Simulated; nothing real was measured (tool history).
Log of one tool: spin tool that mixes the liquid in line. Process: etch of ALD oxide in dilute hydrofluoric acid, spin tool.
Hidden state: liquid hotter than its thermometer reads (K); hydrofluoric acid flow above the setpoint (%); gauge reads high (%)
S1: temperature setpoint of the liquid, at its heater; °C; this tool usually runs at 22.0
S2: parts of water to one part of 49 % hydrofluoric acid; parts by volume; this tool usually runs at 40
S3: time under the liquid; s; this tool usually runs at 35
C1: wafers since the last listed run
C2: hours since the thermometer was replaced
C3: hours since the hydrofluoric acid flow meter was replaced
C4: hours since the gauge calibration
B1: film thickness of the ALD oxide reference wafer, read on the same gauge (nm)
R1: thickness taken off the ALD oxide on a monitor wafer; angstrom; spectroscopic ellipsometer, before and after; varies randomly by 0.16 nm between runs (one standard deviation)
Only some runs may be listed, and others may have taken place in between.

run 1 hour=0.0 | S1=22.0 S2=40 S3=35 | C1=0 C2=1009.7 C3=508.8 C4=1284.3 | B1=70.00 | R1=204.8
run 2 hour=64.5 | S1=18.0 S2=30 S3=35 | C1=917 C2=1074.2 C3=573.3 C4=1348.8 | B1=69.99 | R1=235.6
run 3 hour=132.1 | S1=22.0 S2=40 S3=35 | C1=961 C2=1141.8 C3=640.9 C4=1416.4 | B1=69.98 | R1=210.4
run 4 hour=173.8 | S1=22.0 S2=40 S3=35 | C1=593 C2=1183.5 C3=682.6 C4=1458.1 | B1=69.99 | R1=208.5
run 5 hour=311.6 | S1=22.0 S2=40 S3=35 | C1=1960 C2=1321.3 C3=820.4 C4=1595.9 | B1=70.03 | R1=211.7
run 6 hour=360.6 | S1=22.0 S2=40 S3=35 | C1=696 C2=1370.3 C3=869.4 C4=1644.9 | B1=70.03 | R1=214.4
run 7 hour=401.2 | S1=25.5 S2=40 S3=35 | C1=577 C2=1410.9 C3=910.0 C4=1685.5 | B1=70.04 | R1=249.6
run 8 hour=526.1 | S1=25.5 S2=40 S3=35 | C1=1776 C2=1535.8 C3=1034.9 C4=1810.4 | B1=70.00 | R1=251.6
run 9 hour=561.2 | S1=25.5 S2=40 S3=35 | C1=499 C2=1570.9 C3=1070.0 C4=1845.5 | B1=69.98 | R1=247.4
-- hour=572.6 gauge calibrated
run 10 hour=630.0 | S1=22.0 S2=40 S3=35 | C1=978 C2=1639.7 C3=1138.8 C4=57.4 | B1=69.99 | R1=221.5
run 11 hour=664.8 | S1=22.0 S2=40 S3=35 | C1=494 C2=1674.5 C3=1173.6 C4=92.2 | B1=70.02 | R1=218.0
run 12 hour=727.5 | S1=22.0 S2=40 S3=35 | C1=891 C2=1737.2 C3=1236.3 C4=154.9 | B1=69.99 | R1=223.0
run 13 hour=783.0 | S1=22.0 S2=40 S3=35 | C1=789 C2=1792.7 C3=1291.8 C4=210.4 | B1=70.01 | R1=220.9
run 14 hour=847.3 | S1=22.0 S2=40 S3=35 | C1=914 C2=1857.0 C3=1356.1 C4=274.7 | B1=70.00 | R1=222.8
-- hour=852.3 hydrofluoric acid flow meter replaced
run 15 hour=877.5 | S1=22.0 S2=40 S3=45 | C1=415 C2=1887.2 C3=25.2 C4=304.9 | B1=70.01 | R1=273.9
run 16 hour=939.9 | S1=22.0 S2=40 S3=45 | C1=887 C2=1949.6 C3=87.6 C4=367.3 | B1=69.99 | R1=273.8
run 17 hour=994.2 | S1=22.0 S2=40 S3=35 | C1=772 C2=2003.9 C3=141.9 C4=421.6 | B1=69.99 | R1=215.6
run 18 hour=1041.3 | S1=22.0 S2=40 S3=35 | C1=669 C2=2051.0 C3=189.0 C4=468.7 | B1=70.00 | R1=218.3
run 19 hour=1066.5 | S1=22.0 S2=40 S3=35 | C1=358 C2=2076.2 C3=214.2 C4=493.9 | B1=69.99 | R1=217.6
run 20 hour=1138.3 | S1=22.0 S2=50 S3=35 | C1=1021 C2=2148.0 C3=286.0 C4=565.7 | B1=70.02 | R1=170.6
run 21 hour=1182.2 | S1=17.5 S2=40 S3=45 | C1=624 C2=2191.9 C3=329.9 C4=609.6 | B1=70.03 | R1=232.5
run 22 hour=1244.1 | S1=22.0 S2=30 S3=20 | C1=880 C2=2253.8 C3=391.8 C4=671.5 | B1=69.98 | R1=172.1
-- hour=1258.9 thermometer replaced
run 23 hour=1286.9 | S1=18.0 S2=25 S3=45 | C1=594 C2=28.0 C3=434.6 C4=714.3 | B1=69.97 | R1=352.6
run 24 hour=1425.7 | S1=22.0 S2=25 S3=30 | C1=1974 C2=166.8 C3=573.4 C4=853.1 | B1=70.04 | R1=283.3
run 25 hour=1480.6 | S1=22.0 S2=30 S3=50 | C1=780 C2=221.7 C3=628.3 C4=908.0 | B1=70.00 | R1=392.0
run 26 hour=1544.9 | S1=22.0 S2=30 S3=25 | C1=914 C2=286.0 C3=692.6 C4=972.3 | B1=70.00 | R1=199.9
run 27 hour=1614.1 | S1=18.0 S2=30 S3=55 | C1=984 C2=355.2 C3=761.8 C4=1041.5 | B1=70.00 | R1=366.4
run 28 hour=1675.9 | S1=22.0 S2=40 S3=35 | C1=879 C2=417.0 C3=823.6 C4=1103.3 | B1=69.99 | R1=202.7
run 29 hour=1711.5 | S1=25.5 S2=40 S3=35 | C1=506 C2=452.6 C3=859.2 C4=1138.9 | B1=69.99 | R1=240.2
run 30 hour=1745.5 | S1=22.0 S2=40 S3=35 | C1=483 C2=486.6 C3=893.2 C4=1172.9 | B1=70.02 | R1=208.5
run 31 hour=1793.9 | S1=23.5 S2=25 S3=45 | C1=688 C2=535.0 C3=941.6 C4=1221.3 | B1=70.01 | R1=466.7
run 32 hour=1861.6 | S1=24.5 S2=50 S3=45 | C1=962 C2=602.7 C3=1009.3 C4=1289.0 | B1=69.96 | R1=235.1

5 options for the next run, each taken on its own from the tool as it stands now. Forecast them:
run A hour=1862.0 | S1=22.0 S2=40 S3=35 | C1=5 C2=603.1 C3=1009.7 C4=1289.4 | B1=? | R1=?
run B hour=1862.0 | S1=17.0 S2=55 S3=30 | C1=5 C2=603.1 C3=1009.7 C4=1289.4 | B1=? | R1=?
run C hour=1862.0 | S1=17.5 S2=25 S3=40 | C1=5 C2=603.1 C3=1009.7 C4=1289.4 | B1=? | R1=?
run D hour=1862.0 | S1=24.0 S2=60 S3=35 | C1=5 C2=603.1 C3=1009.7 C4=1289.4 | B1=? | R1=?
run E hour=1862.0 | S1=24.0 S2=20 S3=25 | C1=5 C2=603.1 C3=1009.7 C4=1289.4 | B1=? | R1=?

run=A B1=70.01 R1=210.9
run=B B1=70.01 R1=104.5
run=C B1=70.01 R1=323.8
run=D B1=70.01 R1=148.8
run=E B1=70.01 R1=336.1
Take away the tool's hidden state, keep each run's random variation, and the runs would have read:
run=A R1=193.5
run=B R1=95.7
run=C R1=296.7
run=D R1=136.6
run=E R1=308.7
